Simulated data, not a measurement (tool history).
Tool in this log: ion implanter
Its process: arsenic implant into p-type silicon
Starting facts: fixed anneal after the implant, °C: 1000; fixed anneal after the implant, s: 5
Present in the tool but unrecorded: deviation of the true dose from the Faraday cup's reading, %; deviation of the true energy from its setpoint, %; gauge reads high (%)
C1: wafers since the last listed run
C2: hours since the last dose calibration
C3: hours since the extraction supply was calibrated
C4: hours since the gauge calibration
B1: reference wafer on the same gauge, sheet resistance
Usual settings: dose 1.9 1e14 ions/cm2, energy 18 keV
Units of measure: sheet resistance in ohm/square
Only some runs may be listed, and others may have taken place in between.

run 1 hour=0 | dose=1.9 energy=18 | C1=0 C2=903.6 C3=3439.1 C4=141.5 | B1=457.29 | sheet_resistance=413.76
run 2 hour=47 | dose=1.56 energy=14 | C1=700 C2=950.6 C3=3486.1 C4=188.5 | B1=457.07 | sheet_resistance=496.89
run 3 hour=140.7 | dose=1.56 energy=14 | C1=1396 C2=1044.3 C3=3579.8 C4=282.2 | B1=456.78 | sheet_resistance=494.84
run 4 hour=202.8 | dose=1.9 energy=20 | C1=925 C2=1106.4 C3=3641.9 C4=344.3 | B1=457.18 | sheet_resistance=408.02
run 5 hour=291.4 | dose=1.9 energy=20 | C1=1320 C2=1195 C3=3730.5 C4=432.9 | B1=456.72 | sheet_resistance=409.28
run 6 hour=373.1 | dose=2.13 energy=20 | C1=1217 C2=1276.7 C3=3812.2 C4=514.6 | B1=456.77 | sheet_resistance=373.57
run 7 hour=456.9 | dose=2.13 energy=20 | C1=1248 C2=1360.5 C3=3896 C4=598.4 | B1=457.3 | sheet_resistance=376.7
run 8 hour=515.1 | dose=1.9 energy=18 | C1=867 C2=1418.7 C3=3954.2 C4=656.6 | B1=457 | sheet_resistance=414.95
run 9 hour=552 | dose=1.9 energy=18 | C1=549 C2=1455.6 C3=3991.1 C4=693.5 | B1=456.86 | sheet_resistance=414.54
run 10 hour=659.7 | dose=1.61 energy=18 | C1=1604 C2=1563.3 C3=4098.8 C4=801.2 | B1=457.09 | sheet_resistance=467.15
run 11 hour=729.9 | dose=1.61 energy=18 | C1=1046 C2=1633.5 C3=4169 C4=871.4 | B1=456.97 | sheet_resistance=469.33
run 12 hour=824.9 | dose=1.9 energy=18 | C1=1415 C2=1728.5 C3=4264 C4=966.4 | B1=456.79 | sheet_resistance=414.4
-- hour=872.3 Faraday cup replaced and dose calibrated
run 13 hour=918.1 | dose=1.61 energy=18 | C1=1269 C2=45.8 C3=4357.2 C4=1059.6 | B1=456.84 | sheet_resistance=466.04
run 14 hour=1023.8 | dose=2.13 energy=20 | C1=1574 C2=151.5 C3=4462.9 C4=1165.3 | B1=456.98 | sheet_resistance=375.12
run 15 hour=1114.5 | dose=2.4 energy=22.5 | C1=1351 C2=242.2 C3=4553.6 C4=1256 | B1=457.13 | sheet_resistance=338.66
-- hour=1117.3 gauge calibrated
-- hour=1136.3 extraction supply calibrated
run 16 hour=1208.9 | dose=1.9 energy=12.5 | C1=1287 C2=336.6 C3=72.6 C4=91.6 | B1=457.08 | sheet_resistance=433.65
run 17 hour=1247.6 | dose=1.9 energy=21 | C1=576 C2=375.3 C3=111.3 C4=130.3 | B1=456.81 | sheet_resistance=406.73
run 18 hour=1315.2 | dose=1.44 energy=19.5 | C1=1007 C2=442.9 C3=178.9 C4=197.9 | B1=457.12 | sheet_resistance=497.56
run 19 hour=1416.4 | dose=2.2 energy=21 | C1=1507 C2=544.1 C3=280.1 C4=299.1 | B1=456.83 | sheet_resistance=361.95
run 20 hour=1492.2 | dose=1.41 energy=24 | C1=1129 C2=619.9 C3=355.9 C4=374.9 | B1=457.12 | sheet_resistance=492.31
run 21 hour=1600.1 | dose=2.3 energy=14.5 | C1=1607 C2=727.8 C3=463.8 C4=482.8 | B1=456.93 | sheet_resistance=368.18
run 22 hour=1700.5 | dose=1.9 energy=23.5 | C1=1496 C2=828.2 C3=564.2 C4=583.2 | B1=456.75 | sheet_resistance=397.53
run 23 hour=1790.7 | dose=1.9 energy=18 | C1=1344 C2=918.4 C3=654.4 C4=673.4 | B1=456.96 | sheet_resistance=413.58
run 24 hour=1854.7 | dose=1.9 energy=18 | C1=953 C2=982.4 C3=718.4 C4=737.4 | B1=456.88 | sheet_resistance=414.62
run 25 hour=1934 | dose=1.57 energy=20 | C1=1181 C2=1061.7 C3=797.7 C4=816.7 | B1=456.72 | sheet_resistance=469.67

Below are 5 alternative next runs, each starting from the tool's condition after run 25. Predict each:
run A hour=1934.4 | dose=1.47 energy=18 | C1=5 C2=1062.1 C3=798.1 C4=817.1 | B1=? | sheet_resistance=?
run B hour=1934.4 | dose=2.43 energy=12 | C1=5 C2=1062.1 C3=798.1 C4=817.1 | B1=? | sheet_resistance=?
run C hour=1934.4 | dose=1.75 energy=15.5 | C1=5 C2=1062.1 C3=798.1 C4=817.1 | B1=? | sheet_resistance=?
run D hour=1934.4 | dose=1.9 energy=16 | C1=5 C2=1062.1 C3=798.1 C4=817.1 | B1=? | sheet_resistance=?
run E hour=1934.4 | dose=1.42 energy=22.5 | C1=5 C2=1062.1 C3=798.1 C4=817.1 | B1=? | sheet_resistance=?

run=A B1=456.81 sheet_resistance=500.74
run=B B1=456.81 sheet_resistance=366.34
run=C B1=456.81 sheet_resistance=451.03
run=D B1=456.81 sheet_resistance=422.72
run=E B1=456.81 sheet_resistance=495.4
Had the tool no hidden state, the same runs would have come out as:
run=A sheet_resistance=500.74
run=B sheet_resistance=366.34
run=C sheet_resistance=451.03
run=D sheet_resistance=422.72
run=E sheet_resistance=495.4
